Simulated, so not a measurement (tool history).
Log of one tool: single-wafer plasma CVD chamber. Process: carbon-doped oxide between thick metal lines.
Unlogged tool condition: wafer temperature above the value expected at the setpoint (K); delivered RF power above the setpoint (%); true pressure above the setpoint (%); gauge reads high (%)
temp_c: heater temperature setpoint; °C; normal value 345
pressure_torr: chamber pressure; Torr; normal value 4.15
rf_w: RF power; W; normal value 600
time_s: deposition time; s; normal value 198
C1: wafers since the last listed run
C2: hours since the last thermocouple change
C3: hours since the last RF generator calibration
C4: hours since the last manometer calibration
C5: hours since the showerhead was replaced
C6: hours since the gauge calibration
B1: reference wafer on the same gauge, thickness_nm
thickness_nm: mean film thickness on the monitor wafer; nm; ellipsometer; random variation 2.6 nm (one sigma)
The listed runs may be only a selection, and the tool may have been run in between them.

Run 1, hour 0: usual settings but temp_c 349 °C, time_s 167 s; C1 0; C2 1308.3; C3 194.1; C4 1402.7; C5 6242.2; C6 670; B1 1080.312. Result: thickness_nm 1063.649 nm.
Run 2, hour 39.8: usual settings but rf_w 535 W; C1 395; C2 1348.1; C3 233.9; C4 1442.5; C5 6282; C6 709.8; B1 1080.022. Result: thickness_nm 1183.871 nm.
Run 3, hour 225.5: usual settings but rf_w 535 W; C1 1844; C2 1533.8; C3 419.6; C4 1628.2; C5 6467.7; C6 895.5; B1 1080.256. Result: thickness_nm 1178.907 nm.
Run 4, hour 269.3: usual settings; C1 435; C2 1577.6; C3 463.4; C4 1672; C5 6511.5; C6 939.3; B1 1080.646. Result: thickness_nm 1261.92 nm.
Run 5, hour 333.2: usual settings; C1 634; C2 1641.5; C3 527.3; C4 1735.9; C5 6575.4; C6 1003.2; B1 1079.797. Result: thickness_nm 1265.845 nm.
Run 6, hour 372.8: usual settings but rf_w 690 W; C1 393; C2 1681.1; C3 566.9; C4 1775.5; C5 6615; C6 1042.8; B1 1080.357. Result: thickness_nm 1372.032 nm.
At hour 381.8: showerhead replaced.
Run 7, hour 398: usual settings but rf_w 690 W; C1 170; C2 1706.3; C3 592.1; C4 1800.7; C5 16.2; C6 1068; B1 1080.165. Result: thickness_nm 1377.47 nm.
At hour 439.7: thermocouple changed; heater temperature recalibrated.
Run 8, hour 461.8: usual settings but rf_w 690 W; C1 554; C2 22.1; C3 655.9; C4 1864.5; C5 80; C6 1131.8; B1 1080.283. Result: thickness_nm 1395.835 nm.
Run 9, hour 529.8: usual settings; C1 675; C2 90.1; C3 723.9; C4 1932.5; C5 148; C6 1199.8; B1 1080.389. Result: thickness_nm 1274.836 nm.
Run 10, hour 594.5: usual settings; C1 642; C2 154.8; C3 788.6; C4 1997.2; C5 212.7; C6 1264.5; B1 1080.29. Result: thickness_nm 1275.848 nm.
Run 11, hour 619.3: usual settings but rf_w 520 W, time_s 175 s; C1 246; C2 179.6; C3 813.4; C4 2022; C5 237.5; C6 1289.3; B1 1079.978. Result: thickness_nm 1027.436 nm.
Run 12, hour 652.8: usual settings but temp_c 334 °C, pressure_torr 3.38 Torr, rf_w 565 W, time_s 184 s; C1 332; C2 213.1; C3 846.9; C4 2055.5; C5 271; C6 1322.8; B1 1079.363. Result: thickness_nm 1128.377 nm.
At hour 707.4: capacitance manometer re-zeroed and calibrated.
Run 13, hour 772.2: usual settings; C1 1106; C2 332.5; C3 966.3; C4 64.8; C5 390.4; C6 1442.2; B1 1079.748. Result: thickness_nm 1274.855 nm.
Run 14, hour 809: usual settings; C1 365; C2 369.3; C3 1003.1; C4 101.6; C5 427.2; C6 1479; B1 1080.021. Result: thickness_nm 1268.882 nm.
At hour 854.5: gauge calibrated.
Run 15, hour 879: usual settings but time_s 237 s; C1 695; C2 439.3; C3 1073.1; C4 171.6; C5 497.2; C6 24.5; B1 1080.07. Result: thickness_nm 1511.533 nm.
Run 16, hour 918.2: usual settings but time_s 237 s; C1 389; C2 478.5; C3 1112.3; C4 210.8; C5 536.4; C6 63.7; B1 1080.024. Result: thickness_nm 1513.089 nm.
Run 17, hour 951: usual settings; C1 325; C2 511.3; C3 1145.1; C4 243.6; C5 569.2; C6 96.5; B1 1079.959. Result: thickness_nm 1263.643 nm.
At hour 970.9: RF generator calibrated.
Run 18, hour 1001.5: usual settings but time_s 217 s; C1 422; C2 561.8; C3 30.6; C4 294.1; C5 619.7; C6 147; B1 1080.133. Result: thickness_nm 1406.819 nm.
Run 19, hour 1056.1: usual settings but temp_c 330 °C, pressure_torr 4.86 Torr; C1 542; C2 616.4; C3 85.2; C4 348.7; C5 674.3; C6 201.6; B1 1080.149. Result: thickness_nm 1374.032 nm.
Run 20, hour 1123.9: usual settings but temp_c 351 °C; C1 673; C2 684.2; C3 153; C4 416.5; C5 742.1; C6 269.4; B1 1079.678. Result: thickness_nm 1262.85 nm.
Run 21, hour 1224.2: usual settings but temp_c 359 °C, pressure_torr 4.88 Torr, time_s 224 s; C1 996; C2 784.5; C3 253.3; C4 516.8; C5 842.4; C6 369.7; B1 1079.318. Result: thickness_nm 1451.791 nm.

Below are 3 alternative next runs, each starting from the tool's condition after run 21. Predict each:
Run A, hour 1224.7: usual settings but rf_w 635 W; C1 4; C2 785; C3 253.8; C4 517.3; C5 842.9; C6 370.2; B1 ?. Result: thickness_nm ?.
Run B, hour 1224.7: usual settings but pressure_torr 3.55 Torr, rf_w 690 W; C1 4; C2 785; C3 253.8; C4 517.3; C5 842.9; C6 370.2; B1 ?. Result: thickness_nm ?.
Run C, hour 1224.7: usual settings but time_s 216 s; C1 4; C2 785; C3 253.8; C4 517.3; C5 842.9; C6 370.2; B1 ?. Result: thickness_nm ?.

run        B1  thickness_nm
  A  1079.963      1326.716
  B  1079.963      1356.738
  C  1079.963      1396.801
Stripped of hidden state, with their random variation kept, the same runs would have yielded:
run  thickness_nm
  A      1334.591
  B      1364.707
  C      1405.093
